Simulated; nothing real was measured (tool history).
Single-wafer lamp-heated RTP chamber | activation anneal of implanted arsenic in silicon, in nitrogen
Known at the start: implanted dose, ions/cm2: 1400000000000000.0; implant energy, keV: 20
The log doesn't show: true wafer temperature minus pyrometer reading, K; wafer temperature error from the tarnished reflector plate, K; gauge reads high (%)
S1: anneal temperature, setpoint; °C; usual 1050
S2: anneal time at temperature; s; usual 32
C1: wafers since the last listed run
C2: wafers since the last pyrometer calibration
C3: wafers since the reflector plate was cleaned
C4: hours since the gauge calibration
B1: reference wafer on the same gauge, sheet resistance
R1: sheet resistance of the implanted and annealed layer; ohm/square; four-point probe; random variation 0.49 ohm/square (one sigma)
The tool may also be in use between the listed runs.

run	hour	S1	S2	C1	C2	C3	C4	B1	R1
1	0.0	1050	32	0	3996	8079	60.5	88.86	89.92
2	7.3	1050	32	111	4108	8191	67.8	88.95	89.98
3	19.0	1050	32	178	4286	8369	79.5	88.97	90.36
4	31.6	1067	18	192	4479	8562	92.1	89.06	92.14
5	43.3	1067	18	178	4658	8740	103.8	88.67	92.36
6	78.0	1067	18	529	5188	9270	138.5	88.87	92.35
7	109.2	1050	20	476	5664	9747	169.7	88.86	96.17
8	124.3	1050	20	230	5895	9978	184.8	88.70	96.45
9	139.8	1050	20	236	6131	10214	200.3	88.71	95.32
10	167.0	1050	37	415	6547	10630	227.5	88.57	88.38
11	182.4	1050	25	235	6782	10865	242.9	88.84	93.60
# hour 196.1: pyrometer window cleaned and pyrometer calibrated
# hour 207.3: gauge calibrated
12	212.6	1050	32	339	251	11204	5.3	88.68	93.23
# hour 229.4: reflector plate cleaned
13	229.9	1050	32	142	393	7	22.6	88.46	93.49
14	237.4	1050	45	114	508	121	30.1	88.73	89.09
15	249.4	1050	43	183	691	304	42.1	88.87	89.58
16	260.8	1076	32	174	865	479	53.5	88.73	85.57
17	271.7	1050	32	166	1032	645	64.4	88.92	92.10
18	282.3	1050	32	161	1194	807	75.0	88.71	92.27
19	289.3	1034	32	106	1301	914	82.0	88.94	96.98
20	305.5	1040	44	247	1548	1161	98.2	88.82	91.70

Hidden state or all else? Some run-to-run changes of R1, split into what the settings, what came in and random variation would give without the hidden state, and what is left for the hidden state (with any gauge scatter that isn't in both results):
Run 9 -> 10: S2 20 -> 37. R1 -6.94 ohm/square: hidden state +0.51, all else -7.45.
Run 11 -> 12: S2 25 -> 32, pyrometer window cleaned and pyrometer calibrated, gauge calibrated. R1 -0.37 ohm/square: hidden state +4.04, all else -4.41.
Run 16 -> 17: S1 1076 -> 1050. R1 +6.53 ohm/square: hidden state -0.39, all else +6.92.
